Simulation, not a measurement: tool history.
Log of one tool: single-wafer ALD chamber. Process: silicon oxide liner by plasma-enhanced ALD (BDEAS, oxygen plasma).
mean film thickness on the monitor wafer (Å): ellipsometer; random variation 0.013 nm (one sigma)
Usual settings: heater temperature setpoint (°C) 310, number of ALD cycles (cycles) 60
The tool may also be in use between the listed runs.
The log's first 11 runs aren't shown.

| run | hour | heater temperature setpoint (°C) | number of ALD cycles (cycles) | wafers since the last listed run | hours since the last thermocouple change | hours since the gauge calibration | read-back reference wafer on the same gauge, thickness_nm | mean film thickness on the monitor wafer (Å) |
|---|---|---|---|---|---|---|---|---|
| 12 | 1061.3 | 310 | 60 | 715 | 1657 | 3712.7 | 5.28 | 53.56 |
| 13 | 1102.9 | 310 | 60 | 335 | 1698.6 | 3754.3 | 5.282 | 53.78 |
|  | 1121.3 | gauge calibrated |
| 14 | 1150.6 | 310 | 60 | 384 | 1746.3 | 29.3 | 5.28 | 53.65 |
| 15 | 1250.9 | 310 | 60 | 808 | 1846.6 | 129.6 | 5.281 | 53.51 |
| 16 | 1336.6 | 310 | 60 | 690 | 1932.3 | 215.3 | 5.282 | 53.83 |
|  | 1457 | thermocouple changed; heater temperature recalibrated |
| 17 | 1593.1 | 310 | 68 | 2002 | 136.1 | 471.8 | 5.282 | 60.4 |
| 18 | 1642.3 | 324 | 67 | 396 | 185.3 | 521 | 5.279 | 58.02 |
| 19 | 1725.8 | 310 | 60 | 672 | 268.8 | 604.5 | 5.28 | 53.13 |
| 20 | 1787.9 | 310 | 60 | 500 | 330.9 | 666.6 | 5.28 | 53.17 |
| 21 | 1877.3 | 297 | 50 | 720 | 420.3 | 756 | 5.281 | 45 |
| 22 | 1920.1 | 297 | 67 | 344 | 463.1 | 798.8 | 5.279 | 60.7 |
| 23 | 2018 | 317 | 60 | 788 | 561 | 896.7 | 5.281 | 52.53 |
| 24 | 2091.6 | 310 | 60 | 593 | 634.6 | 970.3 | 5.281 | 53.05 |
| 25 | 2194.6 | 299 | 68 | 830 | 737.6 | 1073.3 | 5.278 | 61.2 |
|  | 2236.9 | thermocouple changed; heater temperature recalibrated, repeated, since the last time left the tool worse |
| 26 | 2291 | 322 | 60 | 712 | 54.1 | 1169.7 | 5.281 | 52.53 |
| 27 | 2331.6 | 316 | 60 | 327 | 94.7 | 1210.3 | 5.277 | 53.31 |
| 28 | 2378.1 | 310 | 63 | 374 | 141.2 | 1256.8 | 5.283 | 56.65 |
| 29 | 2460.5 | 322 | 69 | 664 | 223.6 | 1339.2 | 5.282 | 60.35 |
| 30 | 2532.8 | 310 | 71 | 582 | 295.9 | 1411.5 | 5.283 | 63.34 |
| 31 | 2784.5 | 306 | 51 | 2028 | 547.6 | 1663.2 | 5.278 | 45.97 |
| 32 | 3044.1 | 325 | 49 | 2092 | 807.2 | 1922.8 | 5.281 | 42.61 |
| 33 | 3123 | 310 | 60 | 635 | 886.1 | 2001.7 | 5.278 | 53.59 |
| 34 | 3225.2 | 322 | 70 | 823 | 988.3 | 2103.9 | 5.282 | 61.5 |

Forecast each of these 5 alternatives for the next run:
| A | 3225.7 | 319 | 60 | 4 | 988.8 | 2104.4 | ? | ? |
| B | 3225.7 | 314 | 60 | 4 | 988.8 | 2104.4 | ? | ? |
| C | 3225.7 | 300 | 67 | 4 | 988.8 | 2104.4 | ? | ? |
| D | 3225.7 | 310 | 57 | 4 | 988.8 | 2104.4 | ? | ? |
| E | 3225.7 | 310 | 52 | 4 | 988.8 | 2104.4 | ? | ? |

| run | read-back reference wafer on the same gauge, thickness_nm | mean film thickness on the monitor wafer (Å) |
|---|---|---|
| A | 5.279 | 52.84 |
| B | 5.279 | 53.27 |
| C | 5.279 | 60.85 |
| D | 5.279 | 50.94 |
| E | 5.279 | 46.47 |
Without the tool's hidden state the same runs would have given:
| run | mean film thickness on the monitor wafer (Å) |
|---|---|
| A | 53.07 |
| B | 53.5 |
| C | 61.3 |
| D | 51.16 |
| E | 46.67 |

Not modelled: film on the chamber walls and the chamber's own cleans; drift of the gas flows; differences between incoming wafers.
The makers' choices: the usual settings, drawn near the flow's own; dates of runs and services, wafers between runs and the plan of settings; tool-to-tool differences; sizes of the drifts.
